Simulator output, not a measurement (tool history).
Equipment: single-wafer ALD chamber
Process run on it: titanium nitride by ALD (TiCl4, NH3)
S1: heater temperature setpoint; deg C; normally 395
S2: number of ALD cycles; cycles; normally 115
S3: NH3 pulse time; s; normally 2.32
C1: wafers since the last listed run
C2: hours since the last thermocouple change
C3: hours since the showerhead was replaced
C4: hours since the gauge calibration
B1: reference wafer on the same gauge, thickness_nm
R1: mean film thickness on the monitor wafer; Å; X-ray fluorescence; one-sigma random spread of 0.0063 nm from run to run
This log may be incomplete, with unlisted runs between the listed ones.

| run | hour | S1 | S2 | S3 | C1 | C2 | C3 | C4 | B1 | R1 |
|---|---|---|---|---|---|---|---|---|---|---|
| 1 | 0 | 395 | 115 | 2.32 | 0 | 1653.2 | 6944.7 | 405.5 | 2.784 | 24.75 |
|  | 14.4 | gauge calibrated |
| 2 | 23.4 | 395 | 115 | 2.32 | 46 | 1676.6 | 6968.1 | 9 | 2.812 | 25.04 |
| 3 | 37.7 | 395 | 115 | 2.32 | 28 | 1690.9 | 6982.4 | 23.3 | 2.811 | 25.02 |
| 4 | 52.6 | 395 | 115 | 2.32 | 29 | 1705.8 | 6997.3 | 38.2 | 2.81 | 25 |
| 5 | 68.4 | 395 | 115 | 2.32 | 31 | 1721.6 | 7013.1 | 54 | 2.811 | 24.92 |
| 6 | 101 | 395 | 115 | 2.32 | 65 | 1754.2 | 7045.7 | 86.6 | 2.808 | 24.91 |
| 7 | 126.9 | 407 | 115 | 2.32 | 51 | 1780.1 | 7071.6 | 112.5 | 2.805 | 25.1 |
| 8 | 151.3 | 407 | 115 | 2.32 | 48 | 1804.5 | 7096 | 136.9 | 2.805 | 25.01 |
| 9 | 164.9 | 407 | 115 | 2.32 | 27 | 1818.1 | 7109.6 | 150.5 | 2.802 | 24.9 |
| 10 | 178.6 | 395 | 115 | 2.32 | 27 | 1831.8 | 7123.3 | 164.2 | 2.798 | 24.8 |
| 11 | 191.8 | 395 | 115 | 2.32 | 26 | 1845 | 7136.5 | 177.4 | 2.798 | 24.85 |
| 12 | 216 | 395 | 115 | 2.32 | 48 | 1869.2 | 7160.7 | 201.6 | 2.8 | 24.73 |
|  | 247.6 | showerhead replaced |
| 13 | 248.1 | 395 | 115 | 2.32 | 48 | 1901.3 | 0.5 | 233.7 | 2.798 | 24.98 |
|  | 280.5 | thermocouple changed; heater temperature recalibrated |
| 14 | 298.4 | 395 | 130 | 2.6 | 84 | 17.9 | 50.8 | 284 | 2.793 | 28.05 |
| 15 | 332.5 | 395 | 130 | 2.6 | 68 | 52 | 84.9 | 318.1 | 2.788 | 28.08 |
| 16 | 358 | 395 | 130 | 2.6 | 50 | 77.5 | 110.4 | 343.6 | 2.787 | 28.04 |
| 17 | 377.2 | 395 | 115 | 2.32 | 38 | 96.7 | 129.6 | 362.8 | 2.786 | 24.68 |
|  | 401.8 | gauge calibrated |
| 18 | 412.3 | 395 | 126 | 2.76 | 70 | 131.8 | 164.7 | 10.5 | 2.82 | 27.39 |
| 19 | 431.7 | 395 | 115 | 2.32 | 38 | 151.2 | 184.1 | 29.9 | 2.818 | 25.07 |
| 20 | 445.9 | 395 | 115 | 2.32 | 28 | 165.4 | 198.3 | 44.1 | 2.82 | 25.09 |
| 21 | 481.7 | 402 | 115 | 2.32 | 71 | 201.2 | 234.1 | 79.9 | 2.811 | 25.07 |
| 22 | 509.3 | 395 | 115 | 2.32 | 55 | 228.8 | 261.7 | 107.5 | 2.811 | 24.93 |
| 23 | 538.7 | 405 | 122 | 2.95 | 58 | 258.2 | 291.1 | 136.9 | 2.809 | 26.76 |
| 24 | 574.2 | 406 | 126 | 2.32 | 70 | 293.7 | 326.6 | 172.4 | 2.808 | 27.45 |
| 25 | 596.5 | 405 | 134 | 2.32 | 44 | 316 | 348.9 | 194.7 | 2.805 | 29.09 |
| 26 | 630.6 | 385 | 102 | 3.04 | 68 | 350.1 | 383 | 228.8 | 2.804 | 22.14 |
| 27 | 654.2 | 401 | 115 | 1.99 | 47 | 373.7 | 406.6 | 252.4 | 2.8 | 24.9 |
| 28 | 667.2 | 382 | 136 | 3.24 | 25 | 386.7 | 419.6 | 265.4 | 2.8 | 29.6 |
| 29 | 684.2 | 380 | 109 | 3.19 | 33 | 403.7 | 436.6 | 282.4 | 2.798 | 23.55 |
| 30 | 697.5 | 401 | 115 | 3.14 | 26 | 417 | 449.9 | 295.7 | 2.799 | 25.19 |
| 31 | 710.5 | 388 | 106 | 2.6 | 25 | 430 | 462.9 | 308.7 | 2.796 | 22.83 |
| 32 | 738.9 | 395 | 115 | 1.71 | 56 | 458.4 | 491.3 | 337.1 | 2.791 | 24.7 |
| 33 | 753.9 | 383 | 109 | 2.32 | 29 | 473.4 | 506.3 | 352.1 | 2.79 | 23.27 |

Hidden state or all else? Some run-to-run changes of R1, split into what the settings, what came in and random variation would give without the hidden state, and what is left for the hidden state (with any gauge scatter that isn't in both results):
The hidden state here: wafer temperature above the value expected at the setpoint (K); gauge reads high (%).
Run 1 -> 2: gauge calibrated. R1 +0.29 Å: hidden state +0.26, all else +0.03.
Run 13 -> 14: S2 115 -> 130, S3 2.32 -> 2.6, thermocouple changed; heater temperature recalibrated. R1 +3.07 Å: hidden state -0.06, all else +3.13.
Run 17 -> 18: S2 115 -> 126, S3 2.32 -> 2.76, gauge calibrated. R1 +2.71 Å: hidden state +0.3, all else +2.41.
Run 25 -> 26: S1 405 -> 385, S2 134 -> 102, S3 2.32 -> 3.04. R1 -6.95 Å: hidden state +0.03, all else -6.98.
Run 27 -> 28: S1 401 -> 382, S2 115 -> 136, S3 1.99 -> 3.24. R1 +4.7 Å: hidden state -0.05, all else +4.75.
Run 28 -> 29: S1 382 -> 380, S2 136 -> 109, S3 3.24 -> 3.19. R1 -6.05 Å: hidden state +0.04, all else -6.09.

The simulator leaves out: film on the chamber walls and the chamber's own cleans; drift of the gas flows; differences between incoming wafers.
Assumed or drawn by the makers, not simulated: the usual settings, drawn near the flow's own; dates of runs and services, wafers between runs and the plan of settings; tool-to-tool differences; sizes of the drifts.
